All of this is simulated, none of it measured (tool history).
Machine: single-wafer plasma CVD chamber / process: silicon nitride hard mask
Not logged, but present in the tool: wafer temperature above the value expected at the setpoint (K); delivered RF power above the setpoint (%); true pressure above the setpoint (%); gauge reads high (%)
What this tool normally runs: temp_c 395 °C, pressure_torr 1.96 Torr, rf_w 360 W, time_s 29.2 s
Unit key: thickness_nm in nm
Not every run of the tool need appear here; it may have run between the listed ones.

| run | hour | temp_c | pressure_torr | rf_w | time_s | wafers since the last listed run | hours since the last thermocouple change | hours since the last RF generator calibration | hours since the last manometer calibration | hours since the showerhead was replaced | hours since the gauge calibration | read-back reference wafer on the same gauge, thickness_nm | thickness_nm |
|---|---|---|---|---|---|---|---|---|---|---|---|---|---|
| 1 | 0 | 395 | 1.96 | 360 | 29.2 | 0 | 0.5 | 1398.1 | 1947.4 | 3018.8 | 2505.6 | 40.654 | 44.247 |
| 2 | 77.3 | 395 | 1.96 | 360 | 29.2 | 1429 | 77.8 | 1475.4 | 2024.7 | 3096.1 | 2582.9 | 40.625 | 43.803 |
| 3 | 138.7 | 395 | 1.96 | 360 | 29.2 | 1135 | 139.2 | 1536.8 | 2086.1 | 3157.5 | 2644.3 | 40.605 | 44.171 |
| 4 | 214.8 | 395 | 1.96 | 360 | 29.2 | 1407 | 215.3 | 1612.9 | 2162.2 | 3233.6 | 2720.4 | 40.65 | 43.963 |
| 5 | 276.4 | 395 | 1.96 | 360 | 29.2 | 1139 | 276.9 | 1674.5 | 2223.8 | 3295.2 | 2782 | 40.542 | 44.147 |
| 6 | 330.1 | 395 | 1.96 | 360 | 29.2 | 993 | 330.6 | 1728.2 | 2277.5 | 3348.9 | 2835.7 | 40.572 | 43.871 |
| 7 | 387.7 | 395 | 1.96 | 360 | 29.2 | 1065 | 388.2 | 1785.8 | 2335.1 | 3406.5 | 2893.3 | 40.637 | 44.166 |
| 8 | 465.6 | 389 | 1.96 | 360 | 33 | 1440 | 466.1 | 1863.7 | 2413 | 3484.4 | 2971.2 | 40.596 | 50.288 |
| 9 | 545.6 | 400 | 2.36 | 320 | 33.8 | 1479 | 546.1 | 1943.7 | 2493 | 3564.4 | 3051.2 | 40.636 | 50.199 |
|  | 574.4 | showerhead replaced |
| 10 | 650.3 | 395 | 1.63 | 360 | 29.2 | 1788 | 650.8 | 2048.4 | 2597.7 | 75.9 | 3155.9 | 40.62 | 41.187 |
| 11 | 754.6 | 395 | 1.96 | 360 | 29.2 | 1928 | 755.1 | 2152.7 | 2702 | 180.2 | 3260.2 | 40.575 | 44.52 |
|  | 785 | gauge calibrated |
| 12 | 835.1 | 409 | 2.19 | 360 | 29.2 | 1488 | 835.6 | 2233.2 | 2782.5 | 260.7 | 50.1 | 40.689 | 45.668 |
| 13 | 937.1 | 395 | 1.96 | 360 | 29.2 | 1886 | 937.6 | 2335.2 | 2884.5 | 362.7 | 152.1 | 40.674 | 44.419 |
|  | 990.8 | capacitance manometer re-zeroed and calibrated |
| 14 | 1027 | 395 | 1.96 | 360 | 29.2 | 1514 | 1027.5 | 2425.1 | 36.2 | 452.6 | 242 | 40.571 | 42.855 |
| 15 | 1098.3 | 395 | 2.24 | 360 | 29.2 | 1318 | 1098.8 | 2496.4 | 107.5 | 523.9 | 313.3 | 40.644 | 44.937 |
|  | 1175.1 | thermocouple changed; heater temperature recalibrated |
| 16 | 1203.1 | 388 | 1.54 | 395 | 29.2 | 1790 | 28 | 2601.2 | 212.3 | 628.7 | 418.1 | 40.66 | 41.646 |
| 17 | 1302.2 | 395 | 1.96 | 360 | 29.2 | 1832 | 127.1 | 2700.3 | 311.4 | 727.8 | 517.2 | 40.511 | 43.236 |
|  | 1380.7 | RF generator calibrated |
| 18 | 1386.4 | 400 | 2.42 | 360 | 25.5 | 1409 | 211.3 | 5.7 | 395.6 | 812 | 601.4 | 40.614 | 40.245 |
| 19 | 1468.2 | 395 | 1.96 | 360 | 29.2 | 1512 | 293.1 | 87.5 | 477.4 | 893.8 | 683.2 | 40.558 | 43.461 |
| 20 | 1571.2 | 382 | 1.96 | 360 | 29.2 | 1904 | 396.1 | 190.5 | 580.4 | 996.8 | 786.2 | 40.592 | 43.833 |
| 21 | 1620.1 | 395 | 1.96 | 360 | 29.2 | 904 | 445 | 239.4 | 629.3 | 1045.7 | 835.1 | 40.576 | 43.418 |
| 22 | 1726.3 | 395 | 2.25 | 415 | 31.3 | 1963 | 551.2 | 345.6 | 735.5 | 1151.9 | 941.3 | 40.64 | 52.862 |
| 23 | 1797.7 | 395 | 1.96 | 325 | 34.6 | 1320 | 622.6 | 417 | 806.9 | 1223.3 | 1012.7 | 40.635 | 48.579 |
| 24 | 1883.7 | 382 | 1.96 | 360 | 29.2 | 1590 | 708.6 | 503 | 892.9 | 1309.3 | 1098.7 | 40.579 | 43.687 |
| 25 | 1925.6 | 400 | 2.25 | 360 | 29.2 | 774 | 750.5 | 544.9 | 934.8 | 1351.2 | 1140.6 | 40.569 | 45.287 |
| 26 | 2005.1 | 384 | 2.15 | 385 | 24.8 | 1470 | 830 | 624.4 | 1014.3 | 1430.7 | 1220.1 | 40.66 | 39.992 |
| 27 | 2081.3 | 383 | 1.96 | 360 | 29.2 | 1409 | 906.2 | 700.6 | 1090.5 | 1506.9 | 1296.3 | 40.63 | 43.794 |
| 28 | 2166.2 | 395 | 2.31 | 420 | 29.2 | 1569 | 991.1 | 785.5 | 1175.4 | 1591.8 | 1381.2 | 40.631 | 50.245 |

Forecast each of these 4 alternatives for the next run:
| A | 2166.6 | 395 | 1.96 | 430 | 29.2 | 7 | 991.5 | 785.9 | 1175.8 | 1592.2 | 1381.6 | ? | ? |
| B | 2166.6 | 381 | 2.11 | 295 | 24.4 | 7 | 991.5 | 785.9 | 1175.8 | 1592.2 | 1381.6 | ? | ? |
| C | 2166.6 | 395 | 1.63 | 360 | 32.4 | 7 | 991.5 | 785.9 | 1175.8 | 1592.2 | 1381.6 | ? | ? |
| D | 2166.6 | 383 | 1.69 | 360 | 32.7 | 7 | 991.5 | 785.9 | 1175.8 | 1592.2 | 1381.6 | ? | ? |

| run | read-back reference wafer on the same gauge, thickness_nm | thickness_nm |
|---|---|---|
| A | 40.605 | 48.556 |
| B | 40.605 | 33.093 |
| C | 40.605 | 45.263 |
| D | 40.605 | 46.528 |
Had the tool no hidden state, the same runs would have come out as:
| run | thickness_nm |
|---|---|
| A | 47.641 |
| B | 32.469 |
| C | 44.304 |
| D | 45.568 |

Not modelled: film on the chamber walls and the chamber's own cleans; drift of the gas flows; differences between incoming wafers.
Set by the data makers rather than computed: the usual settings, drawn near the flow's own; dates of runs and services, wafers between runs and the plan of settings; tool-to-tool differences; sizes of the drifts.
